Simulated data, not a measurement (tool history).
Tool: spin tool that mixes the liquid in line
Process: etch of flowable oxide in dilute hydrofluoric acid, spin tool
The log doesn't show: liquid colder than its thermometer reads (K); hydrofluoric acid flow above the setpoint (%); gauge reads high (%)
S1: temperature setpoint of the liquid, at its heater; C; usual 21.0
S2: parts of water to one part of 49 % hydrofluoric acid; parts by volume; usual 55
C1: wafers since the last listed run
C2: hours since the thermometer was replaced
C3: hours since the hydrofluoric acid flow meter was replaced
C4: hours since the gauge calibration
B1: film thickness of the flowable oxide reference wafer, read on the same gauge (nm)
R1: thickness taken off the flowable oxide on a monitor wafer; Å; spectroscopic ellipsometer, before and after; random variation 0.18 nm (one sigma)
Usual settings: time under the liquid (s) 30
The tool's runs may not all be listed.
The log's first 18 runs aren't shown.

Run 19, hour 1621.4: usual settings but S1 18.0 C, time under the liquid (s) 15; C1 515; C2 520.0; C3 1061.4; C4 3618.2; B1 69.98. Result: R1 111.0 Å.
Run 20, hour 1671.4: usual settings; C1 479; C2 570.0; C3 1111.4; C4 3668.2; B1 69.99. Result: R1 245.5 Å.
At hour 1716.5: gauge calibrated.
Run 21, hour 1766.6: usual settings but S1 24.5 C, time under the liquid (s) 45; C1 912; C2 665.2; C3 1206.6; C4 50.1; B1 69.98. Result: R1 427.8 Å.
Run 22, hour 1840.6: usual settings but S1 20.0 C; C1 709; C2 739.2; C3 1280.6; C4 124.1; B1 69.98. Result: R1 235.6 Å.
Run 23, hour 1917.1: usual settings; C1 733; C2 815.7; C3 1357.1; C4 200.6; B1 70.00. Result: R1 245.2 Å.
Run 24, hour 1993.1: usual settings but S2 65 parts by volume, time under the liquid (s) 15; C1 728; C2 891.7; C3 1433.1; C4 276.6; B1 70.02. Result: R1 102.3 Å.
Run 25, hour 2061.9: usual settings but S1 18.5 C; C1 659; C2 960.5; C3 1501.9; C4 345.4; B1 70.01. Result: R1 219.9 Å.
Run 26, hour 2124.6: usual settings but time under the liquid (s) 20; C1 600; C2 1023.2; C3 1564.6; C4 408.1; B1 70.00. Result: R1 162.8 Å.
At hour 2158.7: thermometer replaced.
Run 27, hour 2183.6: usual settings but S1 20.0 C; C1 555; C2 24.9; C3 1623.6; C4 467.1; B1 70.01. Result: R1 258.9 Å.
Run 28, hour 2240.4: usual settings but S1 20.0 C; C1 544; C2 81.7; C3 1680.4; C4 523.9; B1 69.99. Result: R1 257.7 Å.
Run 29, hour 2460.6: usual settings but S2 45 parts by volume; C1 2110; C2 301.9; C3 1900.6; C4 744.1; B1 70.00. Result: R1 327.8 Å.
Run 30, hour 2549.0: usual settings but S1 17.5 C, S2 65 parts by volume, time under the liquid (s) 15; C1 847; C2 390.3; C3 1989.0; C4 832.5; B1 70.01. Result: R1 94.9 Å.
Run 31, hour 2604.0: usual settings; C1 527; C2 445.3; C3 2044.0; C4 887.5; B1 69.99. Result: R1 263.1 Å.
Run 32, hour 2677.5: usual settings but S1 24.0 C, S2 70 parts by volume, time under the liquid (s) 15; C1 704; C2 518.8; C3 2117.5; C4 961.0; B1 70.00. Result: R1 114.3 Å.

Forecast each of these 5 alternatives for the next run:
Run A, hour 2677.9: usual settings but S1 25.0 C; C1 3; C2 519.2; C3 2117.9; C4 961.4; B1 ?. Result: R1 ?.
Run B, hour 2677.9: usual settings but S1 17.0 C; C1 3; C2 519.2; C3 2117.9; C4 961.4; B1 ?. Result: R1 ?.
Run C, hour 2677.9: usual settings but S1 25.0 C, S2 75 parts by volume; C1 3; C2 519.2; C3 2117.9; C4 961.4; B1 ?. Result: R1 ?.
Run D, hour 2677.9: usual settings but S2 30 parts by volume; C1 3; C2 519.2; C3 2117.9; C4 961.4; B1 ?. Result: R1 ?.
Run E, hour 2677.9: usual settings but S2 70 parts by volume; C1 3; C2 519.2; C3 2117.9; C4 961.4; B1 ?. Result: R1 ?.

run     B1     R1
  A  70.02  307.3
  B  70.02  218.7
  C  70.02  220.0
  D  70.02  489.9
  E  70.02  200.9
Without the tool's hidden state the same runs would have given:
run     R1
  A  296.2
  B  211.6
  C  211.5
  D  474.7
  E  193.7
